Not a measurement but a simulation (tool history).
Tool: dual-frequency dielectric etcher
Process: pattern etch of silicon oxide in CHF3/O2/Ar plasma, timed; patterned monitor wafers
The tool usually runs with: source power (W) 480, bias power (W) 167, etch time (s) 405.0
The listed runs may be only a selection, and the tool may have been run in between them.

run   hour  source power (W)  bias power (W)  etch time (s)  read-back reference wafer on the same gauge, depth_nm  mean etch depth across the wafer (angstrom)
  1    0.0               480             167          405.0                                                  522.9                                         5841
  2   15.4               480             167          405.0                                                  522.9                                         5835
  3   26.2               480             167          405.0                                                  523.0                                         5811
  4   39.6               480             167          405.0                                                  522.6                                         5775
  5   50.5               480             157          438.0                                                  521.9                                         6010
      80.3  -- wet clean of the chamber
  6   80.8               380             141          405.0                                                  523.4                                         5008
  7   81.2               380             141          405.0                                                  523.4                                         5031
  8   81.7               380             141          405.0                                                  523.0                                         4997
  9   90.8               480             167          405.0                                                  522.9                                         6078
 10   97.0               480             167          405.0                                                  523.7                                         6034
     106.4  -- source power generator calibrated
 11  106.9               480             167          405.0                                                  522.6                                         6057
 12  119.7               480             135          405.0                                                  522.9                                         5431
     149.5  -- upper electrode replaced
 13  150.0               480             135          405.0                                                  522.4                                         5407
 14  150.5               380             167          344.5                                                  522.6                                         4620
 15  159.6               560             167          405.0                                                  523.4                                         6480
 16  166.7               590             167          438.5                                                  523.3                                         7123
     176.9  -- gauge calibrated
     178.9  -- bias power generator calibrated
 17  180.0               480             167          405.0                                                  523.4                                         6012
 18  187.1               480             167          405.0                                                  522.6                                         6005
 19  200.2               480             167          405.0                                                  523.1                                         6017
 20  214.5               560             146          320.5                                                  522.5                                         4708
 21  224.2               480             192          405.0                                                  522.9                                         6387
 22  239.1               480             167          405.0                                                  523.3                                         5970
 23  250.1               560             167          339.5                                                  522.2                                         5361
 24  264.1               550             136          360.0                                                  523.5                                         5071
 25  280.9               400             136          370.0                                                  523.2                                         4513
 26  297.5               480             182          405.0                                                  523.6                                         6147
 27  303.9               420             182          441.0                                                  523.4                                         6396
 28  314.0               430             180          516.0                                                  523.9                                         7470
 29  330.2               480             167          405.0                                                  523.3                                         5924

Each row is a separate what-if for the run after 29, all from the same tool condition, not one after another. Results?
  A  330.7               530             167          405.0                                                      ?                                            ?
  B  330.7               480             167          292.5                                                      ?                                            ?
  C  330.7               480             130          405.0                                                      ?                                            ?
  D  330.7               480             150          341.5                                                      ?                                            ?
  E  330.7               550             199          495.5                                                      ?                                            ?

run  read-back reference wafer on the same gauge, depth_nm  mean etch depth across the wafer (angstrom)
  A                                                  522.7                                         6183
  B                                                  522.7                                         4278
  C                                                  522.7                                         5198
  D                                                  522.7                                         4727
  E                                                  522.7                                         8380
Without the tool's unlogged condition, the same runs would have read:
run  mean etch depth across the wafer (angstrom)
  A                                         6325
  B                                         4376
  C                                         5317
  D                                         4836
  E                                         8572
